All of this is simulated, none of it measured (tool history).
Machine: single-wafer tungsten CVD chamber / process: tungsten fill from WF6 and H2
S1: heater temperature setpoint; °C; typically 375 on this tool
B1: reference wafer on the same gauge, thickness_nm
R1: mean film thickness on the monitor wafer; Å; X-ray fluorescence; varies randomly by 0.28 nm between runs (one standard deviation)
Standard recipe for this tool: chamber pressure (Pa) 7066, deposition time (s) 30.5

run 1 hour=0 | S1=379 chamber_pressure_(Pa)=7066 deposition_time_(s)=30.5 | B1=76.572 | R1=707.15
run 2 hour=10 | S1=379 chamber_pressure_(Pa)=7066 deposition_time_(s)=30.5 | B1=76.617 | R1=706.47
run 3 hour=19.5 | S1=379 chamber_pressure_(Pa)=7066 deposition_time_(s)=30.5 | B1=76.61 | R1=703.49
run 4 hour=31.7 | S1=375 chamber_pressure_(Pa)=7066 deposition_time_(s)=33.3 | B1=76.558 | R1=720.22
run 5 hour=40.6 | S1=375 chamber_pressure_(Pa)=7973 deposition_time_(s)=30.5 | B1=76.438 | R1=680.79
run 6 hour=52.5 | S1=375 chamber_pressure_(Pa)=7973 deposition_time_(s)=30.5 | B1=76.646 | R1=681.2
run 7 hour=63.6 | S1=375 chamber_pressure_(Pa)=7973 deposition_time_(s)=30.5 | B1=76.536 | R1=684.55
run 8 hour=71 | S1=363 chamber_pressure_(Pa)=7066 deposition_time_(s)=30.5 | B1=76.569 | R1=527.34
-- hour=79.5 thermocouple changed; heater temperature recalibrated
run 9 hour=86.4 | S1=363 chamber_pressure_(Pa)=7066 deposition_time_(s)=30.5 | B1=76.688 | R1=525.84
run 10 hour=97.3 | S1=375 chamber_pressure_(Pa)=7066 deposition_time_(s)=30.5 | B1=76.71 | R1=653.68
run 11 hour=111.3 | S1=388 chamber_pressure_(Pa)=5800 deposition_time_(s)=30.5 | B1=76.684 | R1=781.63
run 12 hour=125.1 | S1=375 chamber_pressure_(Pa)=7066 deposition_time_(s)=30.5 | B1=76.408 | R1=660.74
-- hour=138.2 showerhead replaced
-- hour=143.3 capacitance manometer re-zeroed and calibrated
run 13 hour=143.8 | S1=380 chamber_pressure_(Pa)=7959 deposition_time_(s)=34.8 | B1=76.659 | R1=852.53
run 14 hour=154.5 | S1=384 chamber_pressure_(Pa)=7679 deposition_time_(s)=25 | B1=76.501 | R1=644.47
-- hour=161.5 gauge calibrated
run 15 hour=168 | S1=375 chamber_pressure_(Pa)=8799 deposition_time_(s)=33.2 | B1=76.675 | R1=769.8
run 16 hour=179.9 | S1=363 chamber_pressure_(Pa)=5733 deposition_time_(s)=24.8 | B1=76.604 | R1=400.19
run 17 hour=196.8 | S1=379 chamber_pressure_(Pa)=7066 deposition_time_(s)=30.5 | B1=76.661 | R1=700.29
run 18 hour=205.7 | S1=375 chamber_pressure_(Pa)=7066 deposition_time_(s)=35.1 | B1=76.543 | R1=756.82

Below are 5 alternative next runs, each starting from the tool's condition after run 18. Predict each:
run A hour=206.1 | S1=369 chamber_pressure_(Pa)=7066 deposition_time_(s)=30.5 | B1=? | R1=?
run B hour=206.1 | S1=362 chamber_pressure_(Pa)=8426 deposition_time_(s)=32.1 | B1=? | R1=?
run C hour=206.1 | S1=364 chamber_pressure_(Pa)=7066 deposition_time_(s)=35.4 | B1=? | R1=?
run D hour=206.1 | S1=375 chamber_pressure_(Pa)=7066 deposition_time_(s)=34.5 | B1=? | R1=?
run E hour=206.1 | S1=375 chamber_pressure_(Pa)=7066 deposition_time_(s)=29 | B1=? | R1=?

run=A B1=76.673 R1=587.04
run=B B1=76.673 R1=572.25
run=C B1=76.673 R1=620.25
run=D B1=76.673 R1=741.88
run=E B1=76.673 R1=623.19
Without the tool's unlogged condition, the same runs would have read:
run=A R1=587.04
run=B R1=572.25
run=C R1=620.25
run=D R1=741.88
run=E R1=623.19
